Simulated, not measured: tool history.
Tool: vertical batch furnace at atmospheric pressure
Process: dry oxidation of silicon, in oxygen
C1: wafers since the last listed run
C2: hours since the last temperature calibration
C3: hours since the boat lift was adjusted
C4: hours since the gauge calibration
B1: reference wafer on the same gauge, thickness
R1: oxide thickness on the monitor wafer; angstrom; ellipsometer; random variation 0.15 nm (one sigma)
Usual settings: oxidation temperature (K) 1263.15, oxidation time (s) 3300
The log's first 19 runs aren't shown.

run 20 hour=1577.9 | oxidation_temperature_(K)=1254.15 oxidation_time_(s)=3300 | C1=2129 C2=3199.3 C3=549.6 C4=333.2 | B1=35.40 | R1=415.3
run 21 hour=1662.9 | oxidation_temperature_(K)=1252.15 oxidation_time_(s)=1680 | C1=1730 C2=3284.3 C3=634.6 C4=418.2 | B1=35.45 | R1=276.4
run 22 hour=1724.8 | oxidation_temperature_(K)=1248.15 oxidation_time_(s)=3300 | C1=1260 C2=3346.2 C3=696.5 C4=480.1 | B1=35.35 | R1=393.1
run 23 hour=1771.2 | oxidation_temperature_(K)=1281.15 oxidation_time_(s)=4560 | C1=944 C2=3392.6 C3=742.9 C4=526.5 | B1=35.33 | R1=661.1
run 24 hour=1852.0 | oxidation_temperature_(K)=1249.15 oxidation_time_(s)=2400 | C1=1644 C2=3473.4 C3=823.7 C4=607.3 | B1=35.43 | R1=328.5
run 25 hour=1929.7 | oxidation_temperature_(K)=1263.15 oxidation_time_(s)=1890 | C1=1581 C2=3551.1 C3=901.4 C4=685.0 | B1=35.40 | R1=323.2
-- hour=2016.8 thermocouples replaced and temperature profile calibrated
run 26 hour=2078.8 | oxidation_temperature_(K)=1278.15 oxidation_time_(s)=2250 | C1=2546 C2=62.0 C3=1050.5 C4=834.1 | B1=35.38 | R1=400.2
run 27 hour=2167.3 | oxidation_temperature_(K)=1250.15 oxidation_time_(s)=3300 | C1=1801 C2=150.5 C3=1139.0 C4=922.6 | B1=35.38 | R1=392.0
run 28 hour=2236.9 | oxidation_temperature_(K)=1275.15 oxidation_time_(s)=3300 | C1=1416 C2=220.1 C3=1208.6 C4=992.2 | B1=35.37 | R1=486.3
run 29 hour=2308.7 | oxidation_temperature_(K)=1272.15 oxidation_time_(s)=1860 | C1=1461 C2=291.9 C3=1280.4 C4=1064.0 | B1=35.39 | R1=339.8
run 30 hour=2450.1 | oxidation_temperature_(K)=1263.15 oxidation_time_(s)=3300 | C1=2878 C2=433.3 C3=1421.8 C4=1205.4 | B1=35.41 | R1=433.6
run 31 hour=2538.4 | oxidation_temperature_(K)=1279.15 oxidation_time_(s)=2460 | C1=1797 C2=521.6 C3=1510.1 C4=1293.7 | B1=35.42 | R1=427.8
run 32 hour=2619.9 | oxidation_temperature_(K)=1263.15 oxidation_time_(s)=3300 | C1=1659 C2=603.1 C3=1591.6 C4=1375.2 | B1=35.37 | R1=436.4
run 33 hour=2723.6 | oxidation_temperature_(K)=1287.15 oxidation_time_(s)=3780 | C1=2110 C2=706.8 C3=1695.3 C4=1478.9 | B1=35.40 | R1=598.8
run 34 hour=2798.0 | oxidation_temperature_(K)=1263.15 oxidation_time_(s)=3300 | C1=1514 C2=781.2 C3=1769.7 C4=1553.3 | B1=35.32 | R1=435.5
run 35 hour=2838.5 | oxidation_temperature_(K)=1272.15 oxidation_time_(s)=3300 | C1=824 C2=821.7 C3=1810.2 C4=1593.8 | B1=35.41 | R1=475.5
run 36 hour=2942.6 | oxidation_temperature_(K)=1270.15 oxidation_time_(s)=4560 | C1=2119 C2=925.8 C3=1914.3 C4=1697.9 | B1=35.40 | R1=578.2
run 37 hour=3020.9 | oxidation_temperature_(K)=1263.15 oxidation_time_(s)=3300 | C1=1593 C2=1004.1 C3=1992.6 C4=1776.2 | B1=35.37 | R1=441.0
-- hour=3076.7 boat lift adjusted
run 38 hour=3099.1 | oxidation_temperature_(K)=1254.15 oxidation_time_(s)=1980 | C1=1103 C2=1082.3 C3=22.4 C4=1854.4 | B1=35.40 | R1=299.1

5 ways to go on from here, each from the tool as it stands after run 38. What would each give?
run A hour=3103.6 | oxidation_temperature_(K)=1263.15 oxidation_time_(s)=3300 | C1=91 C2=1086.8 C3=26.9 C4=1858.9 | B1=? | R1=?
run B hour=3103.6 | oxidation_temperature_(K)=1271.15 oxidation_time_(s)=3300 | C1=91 C2=1086.8 C3=26.9 C4=1858.9 | B1=? | R1=?
run C hour=3103.6 | oxidation_temperature_(K)=1244.15 oxidation_time_(s)=4170 | C1=91 C2=1086.8 C3=26.9 C4=1858.9 | B1=? | R1=?
run D hour=3103.6 | oxidation_temperature_(K)=1263.15 oxidation_time_(s)=1770 | C1=91 C2=1086.8 C3=26.9 C4=1858.9 | B1=? | R1=?
run E hour=3103.6 | oxidation_temperature_(K)=1279.15 oxidation_time_(s)=3300 | C1=91 C2=1086.8 C3=26.9 C4=1858.9 | B1=? | R1=?

run=A B1=35.39 R1=438.5
run=B B1=35.39 R1=474.2
run=C B1=35.39 R1=435.7
run=D B1=35.39 R1=305.1
run=E B1=35.39 R1=512.1
Without the tool's hidden state the same runs would have given:
run=A R1=433.8
run=B R1=468.9
run=C R1=432.2
run=D R1=301.8
run=E R1=506.6

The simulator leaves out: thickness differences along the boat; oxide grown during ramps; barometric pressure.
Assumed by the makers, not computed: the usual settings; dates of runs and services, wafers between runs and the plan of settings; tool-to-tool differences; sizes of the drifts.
